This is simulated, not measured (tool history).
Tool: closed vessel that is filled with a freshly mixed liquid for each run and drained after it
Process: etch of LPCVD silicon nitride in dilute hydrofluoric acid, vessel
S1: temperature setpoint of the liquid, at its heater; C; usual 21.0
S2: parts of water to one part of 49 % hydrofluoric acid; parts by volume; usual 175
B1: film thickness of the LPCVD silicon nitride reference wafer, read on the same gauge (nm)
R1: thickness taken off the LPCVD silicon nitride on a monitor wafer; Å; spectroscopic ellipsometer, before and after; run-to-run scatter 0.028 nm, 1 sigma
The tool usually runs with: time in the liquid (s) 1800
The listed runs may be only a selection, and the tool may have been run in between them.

{"run": 1, "day": 0.0, "S1": 21.0, "S2": 175, "time in the liquid (s)": 1800, "B1": 77.336, "R1": 42.75}
{"run": 2, "day": 1.379, "S1": 21.0, "S2": 175, "time in the liquid (s)": 1800, "B1": 77.299, "R1": 42.67}
{"run": 3, "day": 2.088, "S1": 21.0, "S2": 175, "time in the liquid (s)": 1800, "B1": 77.265, "R1": 42.45}
{"run": 4, "day": 2.812, "S1": 21.0, "S2": 175, "time in the liquid (s)": 1800, "B1": 77.274, "R1": 43.01}
{"run": 5, "day": 4.221, "S1": 21.0, "S2": 175, "time in the liquid (s)": 1800, "B1": 77.226, "R1": 43.02}
{"run": 6, "day": 4.742, "S1": 21.0, "S2": 175, "time in the liquid (s)": 1800, "B1": 77.225, "R1": 43.02}
{"run": 7, "day": 5.533, "S1": 21.0, "S2": 175, "time in the liquid (s)": 1800, "B1": 77.206, "R1": 42.77}
{"run": 8, "day": 6.104, "S1": 21.0, "S2": 175, "time in the liquid (s)": 1800, "B1": 77.201, "R1": 43.08}
{"run": 9, "day": 7.375, "S1": 21.0, "S2": 175, "time in the liquid (s)": 1800, "B1": 77.179, "R1": 42.58}
{"run": 10, "day": 8.25, "S1": 21.0, "S2": 175, "time in the liquid (s)": 1800, "B1": 77.17, "R1": 43.08}
{"day": 8.838, "done": "gauge calibrated"}
{"run": 11, "day": 9.433, "S1": 21.0, "S2": 175, "time in the liquid (s)": 1800, "B1": 80.028, "R1": 44.04}
{"run": 12, "day": 10.167, "S1": 21.0, "S2": 175, "time in the liquid (s)": 1800, "B1": 79.848, "R1": 44.02}
{"run": 13, "day": 10.683, "S1": 21.0, "S2": 175, "time in the liquid (s)": 1800, "B1": 79.744, "R1": 44.41}
{"run": 14, "day": 11.95, "S1": 21.0, "S2": 110, "time in the liquid (s)": 1800, "B1": 79.486, "R1": 68.65}
{"run": 15, "day": 13.1, "S1": 21.0, "S2": 175, "time in the liquid (s)": 1800, "B1": 79.272, "R1": 43.98}
{"run": 16, "day": 13.817, "S1": 17.0, "S2": 175, "time in the liquid (s)": 795, "B1": 79.126, "R1": 14.66}
{"run": 17, "day": 14.758, "S1": 21.0, "S2": 175, "time in the liquid (s)": 1800, "B1": 78.982, "R1": 43.62}
{"day": 15.433, "done": "thermometer replaced"}
{"run": 18, "day": 16.175, "S1": 26.0, "S2": 210, "time in the liquid (s)": 905, "B1": 78.779, "R1": 25.02}
{"run": 19, "day": 19.021, "S1": 25.5, "S2": 175, "time in the liquid (s)": 2870, "B1": 78.411, "R1": 92.43}
{"run": 20, "day": 21.846, "S1": 22.5, "S2": 125, "time in the liquid (s)": 820, "B1": 78.107, "R1": 29.91}
{"run": 21, "day": 22.638, "S1": 19.5, "S2": 145, "time in the liquid (s)": 1800, "B1": 78.029, "R1": 46.58}
{"run": 22, "day": 23.3, "S1": 21.0, "S2": 175, "time in the liquid (s)": 1800, "B1": 77.951, "R1": 42.91}
{"run": 23, "day": 24.262, "S1": 21.0, "S2": 175, "time in the liquid (s)": 1800, "B1": 77.919, "R1": 43.22}
{"day": 25.262, "done": "hydrofluoric acid flow meter replaced"}
{"run": 24, "day": 25.475, "S1": 23.5, "S2": 110, "time in the liquid (s)": 1180, "B1": 77.79, "R1": 52.48}
{"run": 25, "day": 26.538, "S1": 24.5, "S2": 115, "time in the liquid (s)": 1390, "B1": 77.723, "R1": 62.38}
{"run": 26, "day": 27.833, "S1": 17.0, "S2": 240, "time in the liquid (s)": 2485, "B1": 77.641, "R1": 33.32}
{"run": 27, "day": 28.767, "S1": 21.0, "S2": 175, "time in the liquid (s)": 915, "B1": 77.597, "R1": 21.91}
{"run": 28, "day": 29.496, "S1": 17.0, "S2": 220, "time in the liquid (s)": 1345, "B1": 77.499, "R1": 19.88}
{"run": 29, "day": 32.592, "S1": 17.5, "S2": 240, "time in the liquid (s)": 2830, "B1": 77.345, "R1": 39.37}
{"run": 30, "day": 33.792, "S1": 25.0, "S2": 115, "time in the liquid (s)": 1305, "B1": 77.297, "R1": 60.66}
{"run": 31, "day": 34.771, "S1": 21.0, "S2": 145, "time in the liquid (s)": 2285, "B1": 77.268, "R1": 66.12}

Some steps in R1, run to run, broken into two amounts with sign: the step expected even without the hidden condition (settings, incoming material, random variation), and the rest, left for the hidden condition together with whatever gauge scatter is not in both the measured and the hidden-condition-free result:
The tool's hidden condition here consists of: liquid colder than its thermometer reads (K); hydrofluoric acid flow above the setpoint (%); gauge reads high (%).
Run 10 -> 11: gauge calibrated. R1 +0.96 Å: hidden state +1.60, all else -0.64.
Run 15 -> 16: S1 21.0 -> 17.0, time in the liquid (s) 1800 -> 795. R1 -29.32 Å: hidden state +0.26, all else -29.58.
Run 18 -> 19: S1 26.0 -> 25.5, S2 210 -> 175, time in the liquid (s) 905 -> 2870. R1 +67.41 Å: hidden state -1.49, all else +68.90.
Run 19 -> 20: S1 25.5 -> 22.5, S2 175 -> 125, time in the liquid (s) 2870 -> 820. R1 -62.52 Å: hidden state +1.15, all else -63.67.

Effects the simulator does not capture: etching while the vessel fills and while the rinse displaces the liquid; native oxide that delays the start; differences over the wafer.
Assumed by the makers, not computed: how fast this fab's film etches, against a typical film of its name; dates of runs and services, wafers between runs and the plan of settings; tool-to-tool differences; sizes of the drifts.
